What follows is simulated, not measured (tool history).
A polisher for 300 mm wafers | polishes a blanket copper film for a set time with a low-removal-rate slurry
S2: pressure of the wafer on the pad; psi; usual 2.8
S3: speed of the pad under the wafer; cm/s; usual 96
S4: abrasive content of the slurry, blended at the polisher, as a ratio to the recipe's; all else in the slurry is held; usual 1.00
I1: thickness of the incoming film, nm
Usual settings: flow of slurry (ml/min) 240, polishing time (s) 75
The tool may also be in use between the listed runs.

Run 1, hour 0.0: usual settings but S4 1.20; I1 641.0. Result: film removed (angstrom) 1718.
At hour 19.5: worn pad replaced by a new one.
Run 2, hour 53.4: usual settings; I1 656.6. Result: film removed (angstrom) 1817.
Run 3, hour 159.2: usual settings; I1 654.3. Result: film removed (angstrom) 1739.
Run 4, hour 217.6: usual settings; I1 648.1. Result: film removed (angstrom) 1645.
Run 5, hour 265.7: usual settings; I1 652.9. Result: film removed (angstrom) 1691.
At hour 295.8: slurry blender recalibrated.
Run 6, hour 338.6: usual settings but S3 106 cm/s; I1 651.1. Result: film removed (angstrom) 1769.
At hour 360.9: head pressure recalibrated.
At hour 370.6: worn pad replaced by a new one.
Run 7, hour 433.9: usual settings but S3 106 cm/s; I1 647.3. Result: film removed (angstrom) 1794.
Run 8, hour 495.9: usual settings but S3 106 cm/s; I1 642.7. Result: film removed (angstrom) 1759.
Run 9, hour 537.1: usual settings; I1 645.3. Result: film removed (angstrom) 1612.
Run 10, hour 577.3: usual settings; I1 647.8. Result: film removed (angstrom) 1603.
Run 11, hour 629.6: usual settings; I1 648.6. Result: film removed (angstrom) 1576.
At hour 653.7: worn pad replaced by a new one.
Run 12, hour 733.3: usual settings but S4 0.80; I1 656.0. Result: film removed (angstrom) 1628.
At hour 735.5: slurry blender recalibrated.
At hour 751.3: slurry nozzle cleaned.
Run 13, hour 800.1: usual settings but S4 0.80; I1 649.9. Result: film removed (angstrom) 1692.
Run 14, hour 841.3: usual settings but flow of slurry (ml/min) 275; I1 645.1. Result: film removed (angstrom) 1751.
Run 15, hour 877.6: usual settings but flow of slurry (ml/min) 200, S3 64 cm/s, S4 0.90; I1 645.4. Result: film removed (angstrom) 1220.
Run 16, hour 953.1: usual settings; I1 639.1. Result: film removed (angstrom) 1657.
At hour 979.0: worn pad replaced by a new one.
Run 17, hour 1014.8: usual settings but S2 1.9 psi, S3 84 cm/s, S4 1.20; I1 643.2. Result: film removed (angstrom) 1081.
Run 18, hour 1122.3: usual settings; I1 648.2. Result: film removed (angstrom) 1644.
Run 19, hour 1171.3: usual settings but S2 3.7 psi; I1 651.1. Result: film removed (angstrom) 2190.
At hour 1181.8: slurry blender recalibrated.
Run 20, hour 1213.8: usual settings but flow of slurry (ml/min) 305, S4 1.10, polishing time (s) 98; I1 651.0. Result: film removed (angstrom) 2184.
At hour 1291.6: head pressure recalibrated.
Run 21, hour 1321.1: usual settings but flow of slurry (ml/min) 280, S2 3.6 psi, polishing time (s) 93; I1 646.3. Result: film removed (angstrom) 2603.
At hour 1328.7: worn pad replaced by a new one.
Run 22, hour 1363.5: usual settings but S2 2.3 psi, S3 64 cm/s, polishing time (s) 51; I1 652.7. Result: film removed (angstrom) 689.
Run 23, hour 1406.5: usual settings; I1 638.4. Result: film removed (angstrom) 1653.
Run 24, hour 1468.2: usual settings but S4 1.10; I1 653.7. Result: film removed (angstrom) 1628.
Run 25, hour 1550.0: usual settings but S3 120 cm/s, polishing time (s) 56; I1 640.9. Result: film removed (angstrom) 1446.
At hour 1552.3: slurry nozzle cleaned.
At hour 1642.7: worn pad replaced by a new one.
Run 26, hour 1654.9: usual settings but S2 2.4 psi, polishing time (s) 50; I1 644.2. Result: film removed (angstrom) 1049.

Measured less the same run without the tool's hidden state. The same run-to-run variation is in both; the gauge's scatter may not be:
The hidden state here: removal rate lost through wear of the pad, %; slurry flow missing at the pad, %; deviation of the head's pressure from its setpoint, %; abrasive missing from the slurry, %.
run  film removed (angstrom)
  1                     -199
  2                      -90
  3                     -211
  4                     -238
  5                     -270
  6                     -312
  7                     -249
  8                     -308
  9                     -309
 10                     -326
 11                     -340
 12                     -266
 13                     -174
 14                     -206
 15                     -170
 16                     -256
 17                      -97
 18                     -259
 19                     -385
 20                     -373
 21                     -503
 22                      -81
 23                     -246
 24                     -291
 25                     -291
 26                      -42
